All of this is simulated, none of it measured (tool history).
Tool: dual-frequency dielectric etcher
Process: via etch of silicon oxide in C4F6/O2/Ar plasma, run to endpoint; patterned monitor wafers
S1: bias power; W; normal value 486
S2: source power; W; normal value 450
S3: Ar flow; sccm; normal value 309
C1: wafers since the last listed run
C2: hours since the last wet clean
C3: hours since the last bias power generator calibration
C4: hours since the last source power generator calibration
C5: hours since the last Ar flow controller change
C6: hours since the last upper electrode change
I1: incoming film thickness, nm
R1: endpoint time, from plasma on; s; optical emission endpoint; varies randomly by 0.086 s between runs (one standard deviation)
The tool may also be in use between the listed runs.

run   hour   S1   S2   S3   C1     C2      C3      C4      C5      C6    I1    R1
  1      0  449  450  309    0    0.8  4219.1  3347.6  5226.4    4980  62.7  14.3
  2   11.2  449  450  309  127     12  4230.3  3358.8  5237.6  4991.2  62.8  14.1
  3   22.6  449  450  309  129   23.4  4241.7  3370.2    5249  5002.6  62.9    14
  4     34  486  450  309  129   34.8  4253.1  3381.6  5260.4    5014  63.3  13.9
  5   41.6  486  450  309   86   42.4  4260.7  3389.2    5268  5021.6  62.7  13.7
  6   58.5  486  450  335  192   59.3  4277.6  3406.1  5284.9  5038.5  63.2    14
  7   66.5  486  450  309   91   67.3  4285.6  3414.1  5292.9  5046.5  62.8  13.7
  8   72.8  486  520  385   71   73.6  4291.9  3420.4  5299.2  5052.8  63.2  13.6
      90.6  -- source power generator calibrated
  9   91.1  486  450  309  163   91.9  4310.2     0.5  5317.5  5071.1  63.1  13.8
 10   96.6  449  450  309   62   97.4  4315.7       6    5323  5076.6  63.4  13.9
     151.8  -- upper electrode replaced
 11  152.3  527  540  309  361  153.1  4371.4    61.7  5378.7     0.5  62.7  12.7
     163.3  -- bias power generator calibrated
 12  163.8  544  490  309   85  164.6     0.5    73.2  5390.2      12  62.7  12.8
 13  173.1  366  400  349  106  173.9     9.8    82.5  5399.5    21.3  62.7  15.4
 14  187.4  486  490  309  163  188.2    24.1    96.8  5413.8    35.6  62.8  13.5
 15  200.3  555  380  253  147  201.1      37   109.7  5426.7    48.5  63.4  13.5
 16  210.5  486  450  309  116  211.3    47.2   119.9  5436.9    58.7  62.7  13.5
 17    228  429  480  243  199  228.8    64.7   137.4  5454.4    76.2  63.2  13.6
 18  234.7  449  450  309   76  235.5    71.4   144.1  5461.1    82.9  63.7  14.2
     253.4  -- Ar flow controller replaced
 19  278.6  486  360  265  432  279.4   115.3     188    25.2   126.8  62.6    14
 20  289.3  486  550  309  121  290.1     126   198.7    35.9   137.5  62.3  12.7
 21  298.7  486  450  309  107  299.5   135.4   208.1    45.3   146.9  62.9  13.4
 22  314.8  486  450  309  183  315.6   151.5   224.2    61.4     163  62.7  13.6
 23  328.9  395  400  309  160  329.7   165.6   238.3    75.5   177.1  62.6  14.7
 24  344.9  486  450  309  182  345.7   181.6   254.3    91.5   193.1  62.8  13.7
 25  359.3  486  450  309  164  360.1     196   268.7   105.9   207.5  62.8  13.6
 26  369.2  536  490  335  112    370   205.9   278.6   115.8   217.4  63.2    13
 27  383.5  539  540  309  163  384.3   220.2   292.9   130.1   231.7  62.7  12.3
 28  398.5  545  360  349  170  399.3   235.2   307.9   145.1   246.7  62.7  13.8
 29    414  574  370  264  176  414.8   250.7   323.4   160.6   262.2  62.9  13.3

What if the next run were any one of these 4? Each begins from the tool's condition after run 29:
  A  414.4  486  450  309   4  415.2  251.1  323.8  161  262.6  63   ?
  B  414.4  371  450  248   4  415.2  251.1  323.8  161  262.6  63   ?
  C  414.4  552  340  309   4  415.2  251.1  323.8  161  262.6  63   ?
  D  414.4  553  480  357   4  415.2  251.1  323.8  161  262.6  63   ?

run    R1
  A  13.4
  B  14.1
  C  13.9
  D  12.9
What these runs would have given with no unlogged condition in the tool:
run    R1
  A  13.8
  B  14.6
  C  14.4
  D  13.3

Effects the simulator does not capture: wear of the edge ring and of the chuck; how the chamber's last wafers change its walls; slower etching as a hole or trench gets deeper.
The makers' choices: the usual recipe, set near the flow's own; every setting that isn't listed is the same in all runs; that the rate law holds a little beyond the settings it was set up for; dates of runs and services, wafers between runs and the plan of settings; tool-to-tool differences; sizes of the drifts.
